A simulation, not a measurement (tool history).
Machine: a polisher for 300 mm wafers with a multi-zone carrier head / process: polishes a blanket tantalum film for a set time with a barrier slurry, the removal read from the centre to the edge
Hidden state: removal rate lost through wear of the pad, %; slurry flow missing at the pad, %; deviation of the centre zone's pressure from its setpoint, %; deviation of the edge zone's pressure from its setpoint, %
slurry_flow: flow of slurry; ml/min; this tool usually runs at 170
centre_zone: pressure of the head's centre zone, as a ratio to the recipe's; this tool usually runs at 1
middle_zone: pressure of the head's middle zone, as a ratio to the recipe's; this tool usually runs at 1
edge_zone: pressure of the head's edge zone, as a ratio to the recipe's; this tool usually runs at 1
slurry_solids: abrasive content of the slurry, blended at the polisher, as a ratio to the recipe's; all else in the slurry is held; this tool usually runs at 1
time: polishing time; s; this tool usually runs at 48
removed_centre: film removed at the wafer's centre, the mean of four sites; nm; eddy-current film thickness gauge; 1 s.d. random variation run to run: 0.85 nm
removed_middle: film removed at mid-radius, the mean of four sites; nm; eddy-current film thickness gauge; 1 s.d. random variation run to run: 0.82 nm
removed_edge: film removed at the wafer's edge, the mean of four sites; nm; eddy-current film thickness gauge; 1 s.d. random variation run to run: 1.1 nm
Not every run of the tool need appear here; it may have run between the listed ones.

run,hour,slurry_flow,centre_zone,middle_zone,edge_zone,slurry_solids,time,wafers since the last listed run,wafers polished on this pad,hours since the slurry nozzle was cleaned,hours since the centre zone pressure was calibrated,hours since the edge zone pressure was calibrated,hours since the carrier head's membrane was replaced,"incoming thickness of the incoming film, nm",removed_centre,removed_middle,removed_edge
1,0,170,1.04,0.91,1,1,48,0,306,153.5,1353.7,0.5,1810.2,247.4,93.4,87.5,91
2,15,115,1,1,1,1,48,104,411,168.5,1368.7,15.5,1825.2,248.2,81.5,83.6,83.9
3,31.2,195,1.08,1,1.06,1,56,113,524,184.7,1384.9,31.7,1841.4,248.8,114.1,108.6,111.7
4,44,170,1,1,1.07,1,48,89,613,197.5,1397.7,44.5,1854.2,249.7,89.7,91.4,95.3
5,50.5,170,0.89,1,1.09,1,48,45,659,204,1404.2,51,1860.7,246.4,80.9,91,95.8
6,62.6,170,1,1,1,1,48,84,744,216.1,1416.3,63.1,1872.8,247.6,88,90.4,91.3
# hour 68.1: centre zone pressure recalibrated
7,75.1,170,1,1,1,0.8,48,73,817,228.6,7,75.6,1885.3,248.4,84,85.9,86
8,86.9,170,1.05,1,1,1.15,48,82,900,240.4,18.8,87.4,1897.1,247.1,97.2,95.5,92.4
# hour 107.6: carrier head's membrane replaced by a new one
9,108.1,170,0.96,1,1,1.15,48,113,1013,261.6,40,108.6,0.5,249.4,88.2,92.3,92.1
10,120.7,135,1,1,1,0.85,48,88,1101,274.2,52.6,121.2,13.1,252.2,79.9,82.8,83.5
# hour 131.9: worn pad replaced by a new one
11,138.7,170,0.89,1,1,1,48,97,47,292.2,70.6,139.2,31.1,245.9,78.9,91.3,89.9
12,147.9,195,1,1,0.92,1,48,64,112,301.4,79.8,148.4,40.3,248.9,91.5,94.5,88.9
13,157.4,170,1.05,1,1.09,1,48,66,178,310.9,89.3,157.9,49.8,250.4,93.6,88.8,91.5
14,174.1,170,1,1,1,1,48,116,295,327.6,106,174.6,66.5,250.2,87.1,90.9,89.6
15,208.1,170,1,0.92,1.06,1,48,237,533,361.6,140,208.6,100.5,249.3,88.3,86.1,90.6
16,223.6,170,1,1,0.91,0.7,48,108,642,377.1,155.5,224.1,116,245.5,79.6,81.3,79
17,234.7,170,0.91,0.91,0.97,1,48,77,719,388.2,166.6,235.2,127.1,250.1,79.7,84.3,86.8
18,243.6,170,1,1,1.04,0.8,48,62,782,397.1,175.5,244.1,136,252.7,82,84.4,85.7
19,254.3,170,1,1,1,1,48,74,857,407.8,186.2,254.8,146.7,245.9,86.7,88.4,88.8
20,269.1,170,1,1,1,1,48,103,960,422.6,201,269.6,161.5,245.2,86.9,87.6,88.1
21,278.1,150,1,1,1,1,61,62,1023,431.6,210,278.6,170.5,251.7,105,107.8,107.9
22,287.1,170,1,1,0.89,1,48,62,1086,440.6,219,287.6,179.5,248,85.6,88.3,84
23,301.9,130,1,1,1,1,48,103,1190,455.4,233.8,302.4,194.3,254,77.3,80.5,84.5

Measured less the same run without the tool's hidden state. The same run-to-run variation is in both; the gauge's scatter may not be:
run,removed_centre,removed_middle,removed_edge
1,-1.1,-1,-0.8
2,-1.7,-1.5,-1.1
3,-1.4,-1.3,-1
4,-1.4,-1.3,-1
5,-1.3,-1.4,-1
6,-1.6,-1.5,-1.1
7,-1.7,-1.5,-1.1
8,-2,-1.8,-1.3
9,-2.1,-2,-1.5
10,-2.7,-2.4,-1.7
11,-2.2,-2.4,-1.7
12,-2.4,-2.3,-1.6
13,-3,-2.5,-1.9
14,-3.1,-2.9,-2
15,-3.8,-3.3,-2.5
16,-3.8,-3.4,-2.4
17,-4,-3.8,-2.8
18,-4.3,-3.9,-2.9
19,-4.8,-4.4,-3.2
20,-5.2,-4.7,-3.4
21,-7.7,-7,-4.8
22,-5.7,-5.2,-3.5
23,-7.6,-6.9,-4.9
